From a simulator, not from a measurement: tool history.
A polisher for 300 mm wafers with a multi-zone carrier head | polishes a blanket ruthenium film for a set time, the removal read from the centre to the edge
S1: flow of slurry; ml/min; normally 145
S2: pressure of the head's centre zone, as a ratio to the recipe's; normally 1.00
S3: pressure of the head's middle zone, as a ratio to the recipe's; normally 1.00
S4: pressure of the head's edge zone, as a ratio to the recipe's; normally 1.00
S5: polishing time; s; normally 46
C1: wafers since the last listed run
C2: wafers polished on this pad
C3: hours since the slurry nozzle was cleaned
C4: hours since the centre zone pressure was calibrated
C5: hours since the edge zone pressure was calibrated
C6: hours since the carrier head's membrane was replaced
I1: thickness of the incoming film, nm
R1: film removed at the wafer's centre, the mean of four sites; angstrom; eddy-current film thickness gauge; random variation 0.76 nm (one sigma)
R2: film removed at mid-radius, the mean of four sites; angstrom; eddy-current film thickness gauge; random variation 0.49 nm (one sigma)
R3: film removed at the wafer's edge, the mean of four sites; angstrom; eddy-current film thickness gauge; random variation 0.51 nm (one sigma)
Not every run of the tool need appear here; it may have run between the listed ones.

{"run": 1, "day": 0.0, "S1": 145, "S2": 1.0, "S3": 1.0, "S4": 1.0, "S5": 46, "C1": 0, "C2": 196, "C3": 667.8, "C4": 1152.9, "C5": 64.9, "C6": 1465.1, "I1": 249.4, "R1": 695, "R2": 726, "R3": 729}
{"run": 2, "day": 0.554, "S1": 145, "S2": 1.0, "S3": 1.0, "S4": 1.0, "S5": 46, "C1": 139, "C2": 335, "C3": 681.1, "C4": 1166.2, "C5": 78.2, "C6": 1478.4, "I1": 249.4, "R1": 681, "R2": 714, "R3": 723}
{"run": 3, "day": 1.521, "S1": 145, "S2": 1.0, "S3": 1.0, "S4": 1.0, "S5": 46, "C1": 242, "C2": 577, "C3": 704.3, "C4": 1189.4, "C5": 101.4, "C6": 1501.6, "I1": 251.2, "R1": 683, "R2": 696, "R3": 714}
{"run": 4, "day": 2.271, "S1": 145, "S2": 1.0, "S3": 1.0, "S4": 1.0, "S5": 46, "C1": 188, "C2": 766, "C3": 722.3, "C4": 1207.4, "C5": 119.4, "C6": 1519.6, "I1": 245.4, "R1": 644, "R2": 678, "R3": 686}
{"day": 2.788, "done": "worn pad replaced by a new one"}
{"run": 5, "day": 3.254, "S1": 145, "S2": 1.0, "S3": 1.0, "S4": 1.0, "S5": 46, "C1": 205, "C2": 117, "C3": 745.9, "C4": 1231.0, "C5": 143.0, "C6": 1543.2, "I1": 244.8, "R1": 672, "R2": 700, "R3": 725}
{"day": 4.321, "done": "slurry nozzle cleaned"}
{"run": 6, "day": 4.5, "S1": 145, "S2": 1.0, "S3": 1.0, "S4": 1.0, "S5": 38, "C1": 302, "C2": 419, "C3": 4.3, "C4": 1260.9, "C5": 172.9, "C6": 1573.1, "I1": 251.2, "R1": 618, "R2": 626, "R3": 631}
{"day": 5.908, "done": "worn pad replaced by a new one"}
{"run": 7, "day": 6.271, "S1": 145, "S2": 1.0, "S3": 1.0, "S4": 1.0, "S5": 38, "C1": 402, "C2": 90, "C3": 46.8, "C4": 1303.4, "C5": 215.4, "C6": 1615.6, "I1": 252.9, "R1": 632, "R2": 648, "R3": 639}
{"day": 6.492, "done": "centre zone pressure recalibrated"}
{"run": 8, "day": 6.817, "S1": 185, "S2": 0.88, "S3": 0.91, "S4": 0.92, "S5": 46, "C1": 116, "C2": 207, "C3": 59.9, "C4": 7.8, "C5": 228.5, "C6": 1628.7, "I1": 251.1, "R1": 734, "R2": 776, "R3": 771}
{"run": 9, "day": 7.508, "S1": 190, "S2": 1.0, "S3": 1.0, "S4": 1.0, "S5": 46, "C1": 173, "C2": 380, "C3": 76.5, "C4": 24.4, "C5": 245.1, "C6": 1645.3, "I1": 251.2, "R1": 793, "R2": 811, "R3": 797}
{"run": 10, "day": 8.429, "S1": 130, "S2": 1.0, "S3": 1.0, "S4": 1.0, "S5": 39, "C1": 231, "C2": 611, "C3": 98.6, "C4": 46.5, "C5": 267.2, "C6": 1667.4, "I1": 255.4, "R1": 612, "R2": 623, "R3": 619}
{"day": 8.729, "done": "edge zone pressure recalibrated"}
{"day": 8.862, "done": "carrier head's membrane replaced by a new one"}
{"day": 9.438, "done": "worn pad replaced by a new one"}
{"run": 11, "day": 9.754, "S1": 165, "S2": 1.0, "S3": 1.0, "S4": 1.0, "S5": 35, "C1": 236, "C2": 79, "C3": 130.4, "C4": 78.3, "C5": 24.6, "C6": 21.4, "I1": 246.7, "R1": 591, "R2": 611, "R3": 600}
{"run": 12, "day": 10.442, "S1": 145, "S2": 0.9, "S3": 1.03, "S4": 1.0, "S5": 46, "C1": 172, "C2": 251, "C3": 146.9, "C4": 94.8, "C5": 41.1, "C6": 37.9, "I1": 249.5, "R1": 691, "R2": 784, "R3": 777}

Run 13 is up next; what results do you expect?
{"run": 13, "day": 11.5, "S1": 145, "S2": 1.0, "S3": 1.0, "S4": 1.0, "S5": 46, "C1": 265, "C2": 517, "C3": 172.3, "C4": 120.2, "C5": 66.5, "C6": 63.3, "I1": 254.1, "R1": "?", "R2": "?", "R3": "?"}

R1: 735 angstrom
R2: 755 angstrom
R3: 756 angstrom
If the tool had no hidden condition, the same run with the same run-to-run variation would have returned R1 757 angstrom, R2 777 angstrom, R3 776 angstrom.
